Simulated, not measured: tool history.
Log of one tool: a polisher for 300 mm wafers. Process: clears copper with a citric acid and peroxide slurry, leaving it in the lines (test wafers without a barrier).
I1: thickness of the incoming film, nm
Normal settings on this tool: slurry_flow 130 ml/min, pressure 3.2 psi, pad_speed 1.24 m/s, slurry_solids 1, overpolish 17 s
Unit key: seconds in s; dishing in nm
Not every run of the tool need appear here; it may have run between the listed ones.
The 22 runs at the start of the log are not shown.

Run 23, hour 237.4: usual settings but slurry_flow 165 ml/min, pressure 2.1 psi, slurry_solids 1.25; I1 343. Result: seconds 205.8 s, dishing 19.4 nm.
At hour 257.9: worn pad replaced by a new one.
Run 24, hour 258.4: usual settings; I1 338.8. Result: seconds 132.7 s, dishing 28.1 nm.
Run 25, hour 262.6: usual settings but slurry_flow 105 ml/min, pad_speed 0.84 m/s, slurry_solids 1.1, overpolish 8 s; I1 337.2. Result: seconds 169.7 s, dishing 11.4 nm.
Run 26, hour 277.2: usual settings but slurry_flow 150 ml/min; I1 345.9. Result: seconds 137.1 s, dishing 28.3 nm.
Run 27, hour 294.4: usual settings but slurry_flow 145 ml/min, slurry_solids 1.1; I1 345.9. Result: seconds 136.7 s, dishing 27.6 nm.
Run 28, hour 305.4: usual settings; I1 338.7. Result: seconds 143.4 s, dishing 26.3 nm.
Run 29, hour 314.8: usual settings but slurry_flow 145 ml/min; I1 341.6. Result: seconds 142.2 s, dishing 26.1 nm.
Run 30, hour 326.5: usual settings but pad_speed 1.04 m/s, slurry_solids 0.75, overpolish 26 s; I1 343.1. Result: seconds 183.3 s, dishing 32.1 nm.

Forecast each of these 3 alternatives for the next run:
Run A, hour 327: usual settings but pressure 4.2 psi; I1 337.2. Result: seconds ?, dishing ?.
Run B, hour 327: usual settings but slurry_flow 90 ml/min, pressure 2.9 psi, pad_speed 1.38 m/s, slurry_solids 1.1; I1 337.2. Result: seconds ?, dishing ?.
Run C, hour 327: usual settings but overpolish 7 s; I1 337.2. Result: seconds ?, dishing ?.

run  seconds  dishing
  A    113.6     32.3
  B    164.1     23.4
  C    148.4     11.6
The same runs, with their run-to-run variation unchanged, on a tool lacking any hidden condition would have given:
run  seconds  dishing
  A    100.3     35.7
  B    143.6     26.2
  C    131.1       13
